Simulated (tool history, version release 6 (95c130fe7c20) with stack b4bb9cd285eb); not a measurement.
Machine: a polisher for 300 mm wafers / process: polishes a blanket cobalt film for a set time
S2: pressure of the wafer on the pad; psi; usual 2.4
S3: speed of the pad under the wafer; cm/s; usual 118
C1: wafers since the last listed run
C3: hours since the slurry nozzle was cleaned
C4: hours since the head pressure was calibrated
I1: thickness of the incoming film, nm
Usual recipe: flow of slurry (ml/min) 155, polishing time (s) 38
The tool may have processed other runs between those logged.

Run 1, day 0: usual settings but S3 104 cm/s; C1 0; wafers polished on this pad 641; C3 542.3; C4 1025.1; I1 783.6. Result: film removed (angstrom) 1944.
At day 0.683: worn pad replaced by a new one.
Run 2, day 0.904: usual settings but S3 104 cm/s; C1 116; wafers polished on this pad 35; C3 564; C4 1046.8; I1 772.1. Result: film removed (angstrom) 1957.
Run 3, day 1.917: usual settings but S2 2.8 psi; C1 160; wafers polished on this pad 195; C3 588.3; C4 1071.1; I1 764.5. Result: film removed (angstrom) 2450.
Run 4, day 2.425: usual settings but S2 2.8 psi; C1 80; wafers polished on this pad 276; C3 600.5; C4 1083.3; I1 771.5. Result: film removed (angstrom) 2404.
At day 6.292: worn pad replaced by a new one.
Run 5, day 6.312: usual settings; C1 589; wafers polished on this pad 3; C3 693.8; C4 1176.6; I1 765.2. Result: film removed (angstrom) 2014.
Run 6, day 7.367: usual settings; C1 167; wafers polished on this pad 170; C3 719.1; C4 1201.9; I1 784.3. Result: film removed (angstrom) 2059.
Run 7, day 8.183: usual settings; C1 129; wafers polished on this pad 300; C3 738.7; C4 1221.5; I1 763.3. Result: film removed (angstrom) 2009.
Run 8, day 8.8: usual settings but flow of slurry (ml/min) 185; C1 97; wafers polished on this pad 397; C3 753.5; C4 1236.3; I1 776.7. Result: film removed (angstrom) 2103.
Run 9, day 9.692: usual settings but S2 2.8 psi; C1 141; wafers polished on this pad 539; C3 774.9; C4 1257.7; I1 769.6. Result: film removed (angstrom) 2345.
Run 10, day 10.779: usual settings but flow of slurry (ml/min) 170, S2 1.7 psi; C1 172; wafers polished on this pad 711; C3 801; C4 1283.8; I1 768.1. Result: film removed (angstrom) 1447.
At day 11.592: worn pad replaced by a new one.
At day 11.896: slurry nozzle cleaned.
Run 11, day 12.096: usual settings; C1 175; wafers polished on this pad 72; C3 4.8; C4 1315.4; I1 785.5. Result: film removed (angstrom) 2216.
Run 12, day 13.167: usual settings but flow of slurry (ml/min) 180, S2 1.8 psi, S3 90 cm/s, polishing time (s) 46; C1 169; wafers polished on this pad 242; C3 30.5; C4 1341.1; I1 780.1. Result: film removed (angstrom) 1712.
At day 13.988: head pressure recalibrated.
Run 13, day 14.675: usual settings but flow of slurry (ml/min) 170, S2 3 psi, polishing time (s) 28; C1 225; wafers polished on this pad 468; C3 66.7; C4 16.5; I1 757.6. Result: film removed (angstrom) 2105.
Run 14, day 16.075: usual settings; C1 221; wafers polished on this pad 690; C3 100.3; C4 50.1; I1 776.5. Result: film removed (angstrom) 2161.
At day 16.288: worn pad replaced by a new one.
Run 15, day 17.525: usual settings but flow of slurry (ml/min) 135, S2 1.8 psi; C1 203; wafers polished on this pad 195; C3 135.1; C4 84.9; I1 778.1. Result: film removed (angstrom) 1608.

3 options for the next run, each taken on its own from the tool as it stands now. Forecast them:
Run A, day 17.542: usual settings but S2 2.7 psi; C1 2; wafers polished on this pad 198; C3 135.5; C4 85.3; I1 771.7. Result: film removed (angstrom) ?.
Run B, day 17.542: usual settings but S3 136 cm/s, polishing time (s) 50; C1 2; wafers polished on this pad 198; C3 135.5; C4 85.3; I1 771.7. Result: film removed (angstrom) ?.
Run C, day 17.542: usual settings but S3 146 cm/s, polishing time (s) 46; C1 2; wafers polished on this pad 198; C3 135.5; C4 85.3; I1 771.7. Result: film removed (angstrom) ?.

run  film removed (angstrom)
  A                     2536
  B                     3300
  C                     3206
Stripped of hidden state, with their random variation kept, the same runs would have yielded:
run  film removed (angstrom)
  A                     2597
  B                     3379
  C                     3284

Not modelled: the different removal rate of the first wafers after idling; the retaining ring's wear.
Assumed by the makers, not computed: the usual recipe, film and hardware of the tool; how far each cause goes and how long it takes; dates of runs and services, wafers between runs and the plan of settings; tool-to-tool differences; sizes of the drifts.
